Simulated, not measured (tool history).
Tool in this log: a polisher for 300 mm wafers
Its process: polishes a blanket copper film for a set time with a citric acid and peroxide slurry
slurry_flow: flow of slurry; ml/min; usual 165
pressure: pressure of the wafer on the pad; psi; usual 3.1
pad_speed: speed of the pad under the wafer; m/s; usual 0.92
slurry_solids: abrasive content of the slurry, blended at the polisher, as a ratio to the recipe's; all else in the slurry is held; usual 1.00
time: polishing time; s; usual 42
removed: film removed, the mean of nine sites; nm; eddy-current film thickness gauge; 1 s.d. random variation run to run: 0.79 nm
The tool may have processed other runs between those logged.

| run | hour | slurry_flow | pressure | pad_speed | slurry_solids | time | incoming thickness of the incoming film, nm | removed |
|---|---|---|---|---|---|---|---|---|
| 1 | 0.0 | 165 | 3.1 | 0.92 | 1.00 | 42 | 534.2 | 106.0 |
| 2 | 6.8 | 165 | 3.1 | 0.92 | 1.00 | 42 | 547.2 | 105.0 |
|  | 11.1 | worn pad replaced by a new one |
| 3 | 20.6 | 165 | 3.1 | 0.92 | 1.00 | 42 | 542.9 | 105.0 |
| 4 | 37.1 | 165 | 3.1 | 0.92 | 1.00 | 42 | 541.9 | 104.8 |
| 5 | 46.5 | 165 | 3.1 | 1.16 | 1.00 | 42 | 538.9 | 133.6 |
| 6 | 61.9 | 165 | 3.1 | 1.16 | 1.00 | 42 | 546.0 | 131.8 |
|  | 72.6 | worn pad replaced by a new one |
| 7 | 78.6 | 165 | 3.1 | 1.16 | 1.00 | 42 | 532.5 | 130.2 |
| 8 | 93.4 | 165 | 3.1 | 0.92 | 1.00 | 42 | 532.0 | 104.5 |
| 9 | 101.9 | 165 | 3.1 | 0.92 | 1.00 | 42 | 543.0 | 104.0 |
| 10 | 115.9 | 165 | 3.1 | 0.92 | 1.00 | 42 | 539.0 | 105.0 |
| 11 | 127.1 | 165 | 2.6 | 0.92 | 1.00 | 42 | 545.1 | 94.7 |
| 12 | 140.4 | 165 | 2.6 | 0.92 | 1.00 | 42 | 537.2 | 95.4 |
|  | 148.8 | worn pad replaced by a new one |
| 13 | 155.5 | 165 | 3.1 | 0.92 | 1.00 | 42 | 539.9 | 104.3 |
| 14 | 173.2 | 165 | 3.5 | 0.66 | 1.00 | 47 | 545.2 | 90.7 |
|  | 178.5 | slurry nozzle cleaned |
| 15 | 184.2 | 165 | 3.1 | 1.20 | 1.00 | 55 | 539.0 | 176.6 |
| 16 | 190.4 | 105 | 3.1 | 0.92 | 0.85 | 34 | 544.3 | 73.7 |
|  | 196.0 | head pressure recalibrated |
|  | 201.8 | slurry blender recalibrated |
| 17 | 202.8 | 165 | 3.5 | 1.06 | 1.20 | 34 | 536.8 | 110.4 |
|  | 216.4 | worn pad replaced by a new one |
| 18 | 242.6 | 165 | 4.0 | 1.16 | 1.00 | 42 | 534.0 | 154.0 |
| 19 | 257.4 | 165 | 4.2 | 0.92 | 1.10 | 42 | 539.1 | 128.9 |
| 20 | 270.8 | 165 | 3.1 | 0.62 | 1.00 | 42 | 537.7 | 71.9 |
| 21 | 277.0 | 130 | 2.8 | 0.92 | 0.75 | 29 | 538.9 | 61.1 |
|  | 286.8 | worn pad replaced by a new one |
| 22 | 288.9 | 130 | 3.1 | 0.92 | 1.00 | 42 | 547.3 | 99.6 |
| 23 | 300.1 | 165 | 3.1 | 0.92 | 1.00 | 42 | 538.5 | 106.1 |
| 24 | 313.8 | 145 | 3.1 | 0.80 | 1.30 | 42 | 534.1 | 95.0 |
| 25 | 327.8 | 125 | 3.1 | 0.92 | 0.85 | 42 | 534.7 | 97.5 |
| 26 | 337.0 | 165 | 3.1 | 0.92 | 1.00 | 42 | 530.9 | 104.7 |
| 27 | 344.7 | 220 | 2.1 | 1.08 | 0.75 | 42 | 544.1 | 97.1 |

The tool's hidden state at each run:
removal rate lost through wear of the pad, %: 0, the same for each run
slurry flow missing at the pad, %: 0, the same for each run
deviation of the head's pressure from its setpoint, %: 0, the same for each run
abrasive missing from the slurry, %: 0, the same for each run

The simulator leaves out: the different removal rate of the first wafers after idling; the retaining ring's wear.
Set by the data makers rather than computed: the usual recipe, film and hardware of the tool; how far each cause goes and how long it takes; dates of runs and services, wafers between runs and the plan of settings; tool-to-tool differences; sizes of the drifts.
